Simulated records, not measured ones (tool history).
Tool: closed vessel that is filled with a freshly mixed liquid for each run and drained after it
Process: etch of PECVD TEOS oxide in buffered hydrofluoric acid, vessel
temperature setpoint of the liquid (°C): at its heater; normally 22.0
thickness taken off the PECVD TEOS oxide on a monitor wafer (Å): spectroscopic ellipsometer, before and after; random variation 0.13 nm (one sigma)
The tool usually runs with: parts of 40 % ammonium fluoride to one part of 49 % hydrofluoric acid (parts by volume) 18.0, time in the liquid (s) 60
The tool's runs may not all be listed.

run,hour,temperature setpoint of the liquid (°C),parts of 40 % ammonium fluoride to one part of 49 % hydrofluoric acid (parts by volume),time in the liquid (s),"read-back film thickness of the PECVD TEOS oxide reference wafer, read on the same gauge (nm)",thickness taken off the PECVD TEOS oxide on a monitor wafer (Å)
1,0.0,22.0,18.0,60,150.00,388.1
2,14.9,22.0,18.0,60,149.98,387.6
3,31.7,22.0,18.0,60,150.00,388.2
4,48.6,22.0,18.0,60,150.02,387.1
5,58.0,22.0,18.0,60,149.99,384.8
6,76.9,22.0,18.0,60,149.98,386.9
7,88.4,22.0,18.0,60,149.98,384.8
8,105.6,25.0,18.0,60,150.00,456.8
9,116.7,25.0,18.0,60,150.00,455.4
10,126.5,22.0,18.0,40,149.97,257.7
11,136.6,22.0,18.0,40,149.99,255.3
12,144.9,18.5,18.0,60,149.99,316.5
# hour 156.6: hydrofluoric acid flow meter replaced
13,160.7,18.5,18.0,60,150.02,313.6
14,168.3,18.5,18.0,60,149.98,314.3
15,179.6,24.0,18.0,60,149.97,429.9
16,191.3,24.0,18.0,60,149.99,427.8
17,224.3,22.0,13.0,75,150.00,661.1
18,232.1,19.5,18.0,30,150.02,165.3
19,241.4,25.0,18.0,60,149.98,454.1
20,250.7,18.0,23.5,90,149.99,367.2

For run 21, what comes out?
21,260.5,22.0,18.0,95,?,?

Run 21 measured read-back film thickness of the PECVD TEOS oxide reference wafer, read on the same gauge (nm) 149.98, thickness taken off the PECVD TEOS oxide on a monitor wafer (Å) 605.9.
Were there no unlogged condition in the tool, this run, its random variation unchanged, would have produced thickness taken off the PECVD TEOS oxide on a monitor wafer (Å) 699.4.

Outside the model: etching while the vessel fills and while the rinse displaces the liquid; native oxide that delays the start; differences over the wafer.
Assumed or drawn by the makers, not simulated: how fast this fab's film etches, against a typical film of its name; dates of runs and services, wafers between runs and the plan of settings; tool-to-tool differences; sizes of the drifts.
